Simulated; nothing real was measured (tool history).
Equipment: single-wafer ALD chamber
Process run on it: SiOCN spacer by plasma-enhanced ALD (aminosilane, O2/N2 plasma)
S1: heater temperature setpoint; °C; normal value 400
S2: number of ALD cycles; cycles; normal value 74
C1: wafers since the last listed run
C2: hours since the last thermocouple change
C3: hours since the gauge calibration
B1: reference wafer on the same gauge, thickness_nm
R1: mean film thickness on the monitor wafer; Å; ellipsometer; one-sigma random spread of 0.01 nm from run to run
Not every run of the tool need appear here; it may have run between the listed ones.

run 1 hour=0 | S1=400 S2=74 | C1=0 C2=1745.9 C3=139.7 | B1=4.173 | R1=40.38
run 2 hour=92.9 | S1=400 S2=74 | C1=249 C2=1838.8 C3=232.6 | B1=4.176 | R1=40.29
run 3 hour=186.3 | S1=400 S2=78 | C1=251 C2=1932.2 C3=326 | B1=4.184 | R1=42.59
run 4 hour=248.9 | S1=400 S2=78 | C1=168 C2=1994.8 C3=388.6 | B1=4.189 | R1=42.7
run 5 hour=311.9 | S1=400 S2=74 | C1=169 C2=2057.8 C3=451.6 | B1=4.194 | R1=40.43
run 6 hour=403.1 | S1=400 S2=74 | C1=245 C2=2149 C3=542.8 | B1=4.208 | R1=40.64
run 7 hour=446.8 | S1=400 S2=74 | C1=117 C2=2192.7 C3=586.5 | B1=4.212 | R1=40.85
run 8 hour=504.7 | S1=388 S2=74 | C1=155 C2=2250.6 C3=644.4 | B1=4.222 | R1=40.85
-- hour=535.1 thermocouple changed; heater temperature recalibrated
run 9 hour=609.5 | S1=388 S2=74 | C1=260 C2=74.4 C3=749.2 | B1=4.237 | R1=40.96
run 10 hour=672.2 | S1=388 S2=74 | C1=168 C2=137.1 C3=811.9 | B1=4.251 | R1=40.96
run 11 hour=760.4 | S1=407 S2=68 | C1=237 C2=225.3 C3=900.1 | B1=4.268 | R1=37.07
run 12 hour=813.7 | S1=408 S2=82 | C1=143 C2=278.6 C3=953.4 | B1=4.281 | R1=44.61
-- hour=824.7 gauge calibrated
run 13 hour=863.8 | S1=414 S2=66 | C1=134 C2=328.7 C3=39.1 | B1=4.157 | R1=34.1
run 14 hour=968.1 | S1=392 S2=64 | C1=280 C2=433 C3=143.4 | B1=4.158 | R1=34.76
run 15 hour=1026.7 | S1=406 S2=60 | C1=157 C2=491.6 C3=202 | B1=4.163 | R1=31.83
run 16 hour=1071.9 | S1=404 S2=78 | C1=121 C2=536.8 C3=247.2 | B1=4.167 | R1=41.88

For run 17, what comes out?
run 17 hour=1124.3 | S1=404 S2=81 | C1=140 C2=589.2 C3=299.6 | B1=? | R1=?

Run 17 came out at B1 4.167, R1 43.41 Å.
Minus the tool's unlogged condition, the same run would have read R1 43.53 Å.

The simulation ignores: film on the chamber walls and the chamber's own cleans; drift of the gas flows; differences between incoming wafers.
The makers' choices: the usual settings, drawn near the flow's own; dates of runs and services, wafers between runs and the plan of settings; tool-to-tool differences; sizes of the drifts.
